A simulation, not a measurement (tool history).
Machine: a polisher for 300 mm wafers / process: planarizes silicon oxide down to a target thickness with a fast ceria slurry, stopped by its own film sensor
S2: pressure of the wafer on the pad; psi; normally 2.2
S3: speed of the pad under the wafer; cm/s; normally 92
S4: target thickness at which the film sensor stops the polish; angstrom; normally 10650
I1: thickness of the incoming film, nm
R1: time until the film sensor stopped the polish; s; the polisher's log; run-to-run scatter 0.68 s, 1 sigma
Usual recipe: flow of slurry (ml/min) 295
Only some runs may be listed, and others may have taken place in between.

Run 1, hour 0: usual settings but S3 80 cm/s; I1 1849.2. Result: R1 88.7 s.
Run 2, hour 52.1: usual settings but S3 80 cm/s; I1 1871.5. Result: R1 90.5 s.
Run 3, hour 115: usual settings but S3 80 cm/s; I1 1880.6. Result: R1 93.4 s.
Run 4, hour 170.7: usual settings; I1 1853.8. Result: R1 78.2 s.
Run 5, hour 199.1: usual settings; I1 1880.1. Result: R1 82.3 s.
Run 6, hour 236.9: usual settings; I1 1893.4. Result: R1 83.8 s.
Run 7, hour 308.6: usual settings; I1 1856.2. Result: R1 81.1 s.
At hour 317.2: worn pad replaced by a new one.
Run 8, hour 335.5: usual settings; I1 1835.9. Result: R1 80.8 s.
At hour 345.3: slurry nozzle cleaned.
At hour 362.5: head pressure recalibrated.
Run 9, hour 385.3: usual settings but S2 1.8 psi; I1 1882.2. Result: R1 100 s.
Run 10, hour 577.1: usual settings but S2 1.8 psi; I1 1870.7. Result: R1 98 s.
Run 11, hour 630.2: usual settings but S2 1.8 psi; I1 1866.2. Result: R1 100.5 s.
At hour 681.4: slurry nozzle cleaned.
At hour 702.8: worn pad replaced by a new one.
Run 12, hour 712: usual settings but S3 108 cm/s; I1 1849. Result: R1 66.4 s.
Run 13, hour 749.6: usual settings but S3 108 cm/s; I1 1884.1. Result: R1 69.2 s.
Run 14, hour 944: usual settings but S3 108 cm/s; I1 1844.6. Result: R1 66.8 s.
Run 15, hour 979.8: usual settings; I1 1861.8. Result: R1 81.7 s.
Run 16, hour 1015.9: usual settings but flow of slurry (ml/min) 385, S3 118 cm/s, S4 9130 angstrom; I1 1867.1. Result: R1 74.5 s.
At hour 1034.4: worn pad replaced by a new one.
Run 17, hour 1049.1: usual settings; I1 1862.8. Result: R1 82.8 s.
At hour 1066.2: head pressure recalibrated.
Run 18, hour 1075.5: usual settings but flow of slurry (ml/min) 220, S3 104 cm/s; I1 1882.3. Result: R1 80.8 s.
At hour 1094: slurry nozzle cleaned.
Run 19, hour 1135.8: usual settings but flow of slurry (ml/min) 240, S2 1.5 psi, S3 124 cm/s, S4 9840 angstrom; I1 1870.3. Result: R1 95.9 s.
Run 20, hour 1171.1: usual settings but flow of slurry (ml/min) 195, S2 2.9 psi, S3 62 cm/s, S4 13400 angstrom; I1 1851.4. Result: R1 59 s.
Run 21, hour 1206.1: usual settings but flow of slurry (ml/min) 395, S2 1.8 psi, S3 72 cm/s, S4 8280 angstrom; I1 1863.2. Result: R1 156.5 s.
Run 22, hour 1276.6: usual settings but flow of slurry (ml/min) 210, S4 12060 angstrom; I1 1875.6. Result: R1 70.6 s.
Run 23, hour 1337.3: usual settings but flow of slurry (ml/min) 325, S4 12360 angstrom; I1 1846.7. Result: R1 60.3 s.
Run 24, hour 1378.3: usual settings; I1 1869. Result: R1 81.3 s.
Run 25, hour 1434.5: usual settings but S4 8540 angstrom; I1 1871.3. Result: R1 104.8 s.
At hour 1441.8: worn pad replaced by a new one.
Run 26, hour 1463: usual settings but flow of slurry (ml/min) 385, S2 2.6 psi, S3 124 cm/s, S4 9720 angstrom; I1 1831.8. Result: R1 54.3 s.
At hour 1484.1: slurry nozzle cleaned.
Run 27, hour 1498.8: usual settings but flow of slurry (ml/min) 345, S2 1.5 psi, S3 106 cm/s; I1 1865.9. Result: R1 99.5 s.
Run 28, hour 1533.9: usual settings but flow of slurry (ml/min) 360; I1 1876.1. Result: R1 79.3 s.
Run 29, hour 1580.8: usual settings but S3 108 cm/s; I1 1864.1. Result: R1 67.7 s.
Run 30, hour 1618.8: usual settings but flow of slurry (ml/min) 230, S4 9180 angstrom; I1 1877.5. Result: R1 98.3 s.
At hour 1813.8: worn pad replaced by a new one.
At hour 1816.9: head pressure recalibrated.
Run 31, hour 1819.5: usual settings but flow of slurry (ml/min) 250, S2 1.7 psi, S3 122 cm/s, S4 9760 angstrom; I1 1838.7. Result: R1 89.7 s.

Here are 5 independent what-if runs from the current tool condition. What would each one return?
Run A, hour 1820: usual settings but S3 114 cm/s; I1 1875.9. Result: R1 ?.
Run B, hour 1820: usual settings but S2 2 psi, S4 13000 angstrom; I1 1875.9. Result: R1 ?.
Run C, hour 1820: usual settings but S3 102 cm/s, S4 11480 angstrom; I1 1875.9. Result: R1 ?.
Run D, hour 1820: usual settings but flow of slurry (ml/min) 335, S3 80 cm/s; I1 1875.9. Result: R1 ?.
Run E, hour 1820: usual settings but S3 102 cm/s, S4 8320 angstrom; I1 1875.9. Result: R1 ?.

run    R1
  A    68
  B  65.7
  C  68.2
  D  94.9
  E  97.8
Had the tool no hidden state, the same runs would have come out as:
run    R1
  A  63.7
  B  61.6
  C  63.9
  D  89.6
  E  91.6
